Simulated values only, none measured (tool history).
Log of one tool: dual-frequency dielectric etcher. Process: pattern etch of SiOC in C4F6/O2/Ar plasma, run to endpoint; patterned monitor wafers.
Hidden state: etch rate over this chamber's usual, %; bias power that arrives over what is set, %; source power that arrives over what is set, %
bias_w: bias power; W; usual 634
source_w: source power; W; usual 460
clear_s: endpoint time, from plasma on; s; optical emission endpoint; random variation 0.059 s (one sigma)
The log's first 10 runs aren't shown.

| run | day | bias_w | source_w | wafers since the last listed run | hours since the last wet clean | hours since the last bias power generator calibration | hours since the last source power generator calibration | hours since the last upper electrode change | incoming incoming film thickness, nm | clear_s |
|---|---|---|---|---|---|---|---|---|---|---|
| 11 | 13.479 | 634 | 390 | 424 | 581.4 | 1693.8 | 137.4 | 190.1 | 50.7 | 14.4 |
| 12 | 14.000 | 634 | 460 | 167 | 593.9 | 1706.3 | 149.9 | 202.6 | 50.9 | 13.7 |
| 13 | 14.529 | 634 | 460 | 169 | 606.6 | 1719.0 | 162.6 | 215.3 | 51.0 | 13.8 |
|  | 16.129 | wet clean of the chamber |
| 14 | 16.150 | 694 | 540 | 199 | 0.5 | 1757.9 | 201.5 | 254.2 | 50.9 | 12.1 |
| 15 | 17.012 | 780 | 550 | 277 | 21.2 | 1778.6 | 222.2 | 274.9 | 51.2 | 11.8 |
| 16 | 17.621 | 586 | 350 | 195 | 35.8 | 1793.2 | 236.8 | 289.5 | 50.9 | 14.9 |
| 17 | 18.662 | 634 | 460 | 334 | 60.8 | 1818.2 | 261.8 | 314.5 | 51.0 | 13.4 |
|  | 19.112 | bias power generator calibrated |
| 18 | 22.550 | 634 | 370 | 1195 | 154.1 | 82.5 | 355.1 | 407.8 | 51.3 | 14.6 |
| 19 | 23.121 | 566 | 460 | 183 | 167.8 | 96.2 | 368.8 | 421.5 | 50.8 | 13.9 |
| 20 | 23.646 | 727 | 500 | 168 | 180.4 | 108.8 | 381.4 | 434.1 | 51.6 | 12.7 |
| 21 | 24.375 | 717 | 530 | 234 | 197.9 | 126.3 | 398.9 | 451.6 | 50.5 | 12.1 |
| 22 | 25.754 | 634 | 460 | 443 | 231.0 | 159.4 | 432.0 | 484.7 | 50.4 | 13.3 |
| 23 | 26.508 | 704 | 460 | 242 | 249.1 | 177.5 | 450.1 | 502.8 | 51.1 | 13.0 |
| 24 | 27.038 | 720 | 460 | 169 | 261.8 | 190.2 | 462.8 | 515.5 | 51.1 | 12.9 |
| 25 | 28.362 | 634 | 380 | 425 | 293.6 | 222.0 | 494.6 | 547.3 | 51.6 | 14.6 |
| 26 | 29.508 | 634 | 460 | 368 | 321.1 | 249.5 | 522.1 | 574.8 | 51.6 | 13.7 |
| 27 | 30.033 | 634 | 530 | 168 | 333.7 | 262.1 | 534.7 | 587.4 | 51.2 | 13.0 |
| 28 | 30.742 | 790 | 530 | 227 | 350.7 | 279.1 | 551.7 | 604.4 | 51.3 | 12.1 |
| 29 | 31.521 | 634 | 360 | 250 | 369.4 | 297.8 | 570.4 | 623.1 | 51.6 | 15.0 |
| 30 | 32.217 | 634 | 420 | 223 | 386.1 | 314.5 | 587.1 | 639.8 | 51.2 | 14.0 |
| 31 | 33.158 | 634 | 460 | 302 | 408.7 | 337.1 | 609.7 | 662.4 | 51.1 | 13.8 |
| 32 | 34.517 | 634 | 400 | 436 | 441.3 | 369.7 | 642.3 | 695.0 | 51.3 | 14.4 |
| 33 | 35.296 | 778 | 410 | 250 | 460.0 | 388.4 | 661.0 | 713.7 | 51.3 | 13.2 |
| 34 | 36.371 | 720 | 380 | 345 | 485.8 | 414.2 | 686.8 | 739.5 | 50.6 | 13.8 |

5 ways to go on from here, each from the tool as it stands after run 34. What would each give?
| A | 36.388 | 634 | 570 | 5 | 486.2 | 414.6 | 687.2 | 739.9 | 50.6 | ? |
| B | 36.388 | 493 | 510 | 5 | 486.2 | 414.6 | 687.2 | 739.9 | 50.6 | ? |
| C | 36.388 | 703 | 400 | 5 | 486.2 | 414.6 | 687.2 | 739.9 | 50.6 | ? |
| D | 36.388 | 517 | 360 | 5 | 486.2 | 414.6 | 687.2 | 739.9 | 50.6 | ? |
| E | 36.388 | 753 | 560 | 5 | 486.2 | 414.6 | 687.2 | 739.9 | 50.6 | ? |

| run | clear_s |
|---|---|
| A | 12.6 |
| B | 14.3 |
| C | 13.7 |
| D | 15.9 |
| E | 11.9 |
Without the tool's hidden state the same runs would have given:
| run | clear_s |
|---|---|
| A | 12.2 |
| B | 13.9 |
| C | 13.3 |
| D | 15.4 |
| E | 11.5 |

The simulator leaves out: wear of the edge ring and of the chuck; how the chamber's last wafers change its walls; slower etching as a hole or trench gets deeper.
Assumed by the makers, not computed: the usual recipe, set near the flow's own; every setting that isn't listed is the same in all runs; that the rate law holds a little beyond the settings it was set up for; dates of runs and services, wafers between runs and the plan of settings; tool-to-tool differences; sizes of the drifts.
